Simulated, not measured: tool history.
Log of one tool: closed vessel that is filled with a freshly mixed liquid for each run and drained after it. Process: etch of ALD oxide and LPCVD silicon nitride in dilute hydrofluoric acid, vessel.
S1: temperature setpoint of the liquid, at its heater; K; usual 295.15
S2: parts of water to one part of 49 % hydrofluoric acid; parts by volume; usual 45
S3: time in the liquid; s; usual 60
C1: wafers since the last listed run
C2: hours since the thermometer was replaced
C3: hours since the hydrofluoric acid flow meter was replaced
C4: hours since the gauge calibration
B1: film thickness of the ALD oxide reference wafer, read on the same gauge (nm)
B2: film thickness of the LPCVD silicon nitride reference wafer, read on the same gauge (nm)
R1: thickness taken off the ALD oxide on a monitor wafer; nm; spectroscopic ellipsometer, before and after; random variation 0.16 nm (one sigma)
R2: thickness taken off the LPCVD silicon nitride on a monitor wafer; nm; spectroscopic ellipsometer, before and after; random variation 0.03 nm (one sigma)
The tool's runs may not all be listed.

run	hour	S1	S2	S3	C1	C2	C3	C4	B1	B2	R1	R2
1	0.0	295.15	45	60	0	597.3	827.3	2088.1	59.98	79.964	24.35	0.547
# hour 48.0: hydrofluoric acid flow meter replaced
2	62.5	295.15	45	60	7978	659.8	14.5	2150.6	60.00	79.978	24.42	0.579
3	105.5	298.65	30	60	5578	702.8	57.5	2193.6	60.02	80.000	43.35	1.150
# hour 154.6: gauge calibrated
4	208.8	298.65	30	60	13402	806.1	160.8	54.2	60.01	80.018	43.16	1.066
5	252.6	298.65	30	60	5682	849.9	204.6	98.0	59.98	79.989	43.55	1.130
6	292.8	295.15	45	60	5215	890.1	244.8	138.2	60.00	80.006	24.10	0.613
7	335.0	295.15	45	60	5475	932.3	287.0	180.4	60.00	80.012	24.48	0.591
8	371.3	295.15	45	60	4709	968.6	323.3	216.7	59.99	79.955	24.54	0.583
9	417.6	295.15	60	60	6006	1014.9	369.6	263.0	60.01	79.997	18.03	0.391
10	505.1	295.15	45	60	11352	1102.4	457.1	350.5	60.02	79.992	24.81	0.586
11	574.2	297.65	45	85	8964	1171.5	526.2	419.6	60.02	80.016	38.65	1.022
12	667.3	293.65	35	90	12078	1264.6	619.3	512.7	60.00	79.996	45.68	1.059
13	755.6	295.15	45	60	11455	1352.9	707.6	601.0	59.99	79.997	24.72	0.667
14	803.8	295.15	30	60	6253	1401.1	755.8	649.2	59.99	79.987	38.09	0.924
15	854.0	292.15	55	30	6512	1451.3	806.0	699.4	59.98	80.043	8.85	0.205
16	907.5	295.15	45	50	6941	1504.8	859.5	752.9	60.01	79.953	20.71	0.500
# hour 912.4: thermometer replaced
# hour 916.6: hydrofluoric acid flow meter replaced
17	958.5	295.15	45	60	6357	46.1	41.9	803.9	60.01	79.987	24.10	0.580
18	1026.6	295.15	45	60	8835	114.2	110.0	872.0	60.01	79.948	24.12	0.583
19	1062.7	295.15	65	30	4683	150.3	146.1	908.1	60.00	80.020	8.11	0.205
20	1130.7	298.15	35	60	8822	218.3	214.1	976.1	60.00	80.019	35.35	0.937
21	1200.6	293.15	55	60	9068	288.2	284.0	1046.0	60.00	80.065	17.81	0.405
22	1281.1	297.65	60	95	10444	368.7	364.5	1126.5	60.00	79.990	31.48	0.877
23	1378.3	291.65	45	80	12610	465.9	461.7	1223.7	59.99	79.995	28.00	0.581
24	1438.0	292.15	45	80	7745	525.6	521.4	1283.4	60.01	79.982	28.71	0.637
25	1538.0	295.15	25	60	12973	625.6	621.4	1383.4	59.99	80.029	44.98	1.098

Forecast each of these 5 alternatives for the next run:
A	1538.7	295.15	45	35	90	626.3	622.1	1384.1	?	?	?	?
B	1538.7	295.15	30	75	90	626.3	622.1	1384.1	?	?	?	?
C	1538.7	295.15	45	90	90	626.3	622.1	1384.1	?	?	?	?
D	1538.7	291.15	60	90	90	626.3	622.1	1384.1	?	?	?	?
E	1538.7	297.65	45	60	90	626.3	622.1	1384.1	?	?	?	?

run	B1	B2	R1	R2
A	59.99	80.021	14.40	0.341
B	59.99	80.021	47.19	1.083
C	59.99	80.021	37.02	0.877
D	59.99	80.021	23.03	0.503
E	59.99	80.021	27.37	0.692
Without the tool's hidden state the same runs would have given:
run	R1	R2
A	14.02	0.327
B	45.94	1.037
C	36.06	0.840
D	22.42	0.481
E	26.67	0.664
